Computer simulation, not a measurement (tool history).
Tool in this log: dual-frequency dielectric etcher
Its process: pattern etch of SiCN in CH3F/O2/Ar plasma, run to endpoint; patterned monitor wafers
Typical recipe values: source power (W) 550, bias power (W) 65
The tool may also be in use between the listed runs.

run	day	source power (W)	bias power (W)	incoming incoming film thickness, nm	endpoint time (s)
1	0	550	65	8.7	22
2	1.242	550	65	8.69	22
3	3.738	550	65	8.73	21.8
4	3.838	550	65	8.73	21.6
5	4.796	550	65	8.65	21.5
6	6.15	550	65	8.64	21.7
7	8.492	640	65	8.67	20.9
8	9.962	630	65	8.69	21
9	10.746	550	76	8.73	20.2
10	11.729	550	76	8.65	20.3
11	12.608	550	65	8.75	22
12	14.033	550	61	8.69	22.5
13	15.308	430	54	8.71	25.3
14	15.879	470	77	8.64	20.8
15	17.008	640	55	8.78	22.4
16	17.8	550	65	8.66	21.3
17	20.317	430	80	8.74	20.6
18	20.929	480	78	8.72	20.3
19	22.242	550	65	8.76	21.6
20	22.946	640	52	8.77	23.2
21	23.562	430	61	8.69	23.3
22	24.425	590	56	8.71	22.7
23	25.296	670	79	8.81	19.1
24	26.475	550	65	8.72	21.6
25	28.325	550	71	8.65	20.2
26	28.338	470	65	8.71	22.2
27	28.958	550	65	8.72	21.2
28	30.304	550	65	8.62	21
29	34.225	600	80	8.69	18.9
30	35.642	550	65	8.77	21.6
31	36.417	660	56	8.79	22.2
32	37.683	550	65	8.65	21.4
33	38.433	650	52	8.72	23
34	39.588	650	51	8.69	23

Taken out of this log: 5 entries between the listed runs. Where each belongs, and how the hidden state differs across it:
From run 2 to run 3: wet clean of the chamber (day 3.717)
  etch rate over this chamber's usual, %: -2.08 -> 0.0174; bias power that arrives over what is set, %: -4.2 -> -4.34
  measured value less the no-hidden-state value, endpoint time (s): +0.8 -> +0.5
From run 4 to run 5: source power generator calibrated (day 4.746)
  etch rate over this chamber's usual, %: 0.00888 -> -0.0726; bias power that arrives over what is set, %: -4.35 -> -4.41
  measured value less the no-hidden-state value, endpoint time (s): +0.4 -> +0.4
From run 14 to run 15: bias power generator calibrated (day 16.583)
  etch rate over this chamber's usual, %: -1.01 -> -1.11; bias power that arrives over what is set, %: -5.05 -> 0.87
  measured value less the no-hidden-state value, endpoint time (s): +0.7 -> +0.2
From run 16 to run 17: upper electrode replaced (day 19.304)
  etch rate over this chamber's usual, %: -1.18 -> -1.39; bias power that arrives over what is set, %: 0.824 -> 0.677
  measured value less the no-hidden-state value, endpoint time (s): +0.2 -> +0.3
From run 24 to run 25: wet clean of the chamber (day 28.304)
  etch rate over this chamber's usual, %: -1.91 -> -0.171; bias power that arrives over what is set, %: 0.318 -> 0.21
  measured value less the no-hidden-state value, endpoint time (s): +0.4 -> +0

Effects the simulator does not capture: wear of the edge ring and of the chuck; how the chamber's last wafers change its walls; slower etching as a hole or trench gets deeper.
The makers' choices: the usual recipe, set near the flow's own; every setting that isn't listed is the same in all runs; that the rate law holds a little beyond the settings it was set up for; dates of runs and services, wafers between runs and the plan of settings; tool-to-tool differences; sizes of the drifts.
